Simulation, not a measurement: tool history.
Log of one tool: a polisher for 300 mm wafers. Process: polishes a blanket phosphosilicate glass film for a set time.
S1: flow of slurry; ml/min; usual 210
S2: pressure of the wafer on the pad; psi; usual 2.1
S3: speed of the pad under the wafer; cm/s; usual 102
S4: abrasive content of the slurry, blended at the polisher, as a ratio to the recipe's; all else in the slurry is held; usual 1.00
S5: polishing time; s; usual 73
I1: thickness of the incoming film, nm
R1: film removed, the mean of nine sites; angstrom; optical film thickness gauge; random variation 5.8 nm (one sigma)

run,hour,S1,S2,S3,S4,S5,I1,R1
1,0.0,210,2.1,102,1.00,73,2203.7,4195
# hour 17.5: slurry nozzle cleaned
2,20.3,210,2.1,102,1.00,73,2220.0,4274
3,53.7,210,2.1,102,1.00,73,2182.8,4171
# hour 82.1: worn pad replaced by a new one
# hour 109.6: slurry blender recalibrated
4,118.0,210,2.1,102,0.95,73,2201.7,4130
5,151.8,250,2.1,102,1.00,73,2158.9,4356
6,172.6,210,2.1,102,1.00,73,2185.1,4356
7,203.9,210,2.1,78,0.85,73,2198.9,3423
# hour 246.1: worn pad replaced by a new one
# hour 247.2: conditioning disc replaced and pad reconditioned
8,296.4,210,2.1,78,0.85,73,2213.9,3442
# hour 323.8: head pressure recalibrated
9,324.3,185,2.1,102,1.00,73,2169.1,4562
10,357.2,210,2.1,102,1.00,92,2197.3,5818
11,373.6,210,2.1,102,1.00,73,2228.2,4694
# hour 383.0: slurry nozzle cleaned
# hour 385.5: worn pad replaced by a new one
12,395.7,210,2.8,128,1.20,91,2198.7,9606
# hour 408.9: slurry blender recalibrated
13,410.5,210,2.1,102,1.00,73,2220.2,4677
# hour 419.6: head pressure recalibrated, repeated, since the last time left the tool worse
14,426.3,150,2.1,138,1.20,85,2197.5,5826
15,442.1,210,2.1,102,1.25,73,2174.5,4409
16,454.3,210,2.1,102,1.00,49,2207.6,2640
17,469.3,210,2.1,90,1.00,73,2221.4,3781
18,503.7,210,2.1,102,1.00,73,2197.8,4041
19,516.0,210,2.3,102,1.15,73,2227.9,4654
# hour 536.5: worn pad replaced by a new one
20,537.5,210,2.1,102,0.80,73,2188.1,3616
21,568.3,180,2.1,114,1.00,65,2240.7,3739
22,587.4,210,2.1,102,1.00,73,2199.3,3934
23,616.4,210,2.1,102,1.00,73,2173.5,3931
24,635.2,210,2.1,102,1.00,50,2190.5,2686

5 ways to go on from here, each from the tool as it stands after run 24. What would each give?
A,635.6,255,2.1,102,1.00,73,2191.3,?
B,635.6,210,2.3,102,1.00,73,2191.3,?
C,635.6,210,1.5,102,1.25,83,2191.3,?
D,635.6,260,2.1,102,1.25,73,2191.3,?
E,635.6,210,2.5,102,1.20,61,2191.3,?

run,R1
A,4050
B,4351
C,3545
D,4458
E,4272
Without the tool's hidden state the same runs would have given:
run,R1
A,4091
B,4395
C,3581
D,4503
E,4315
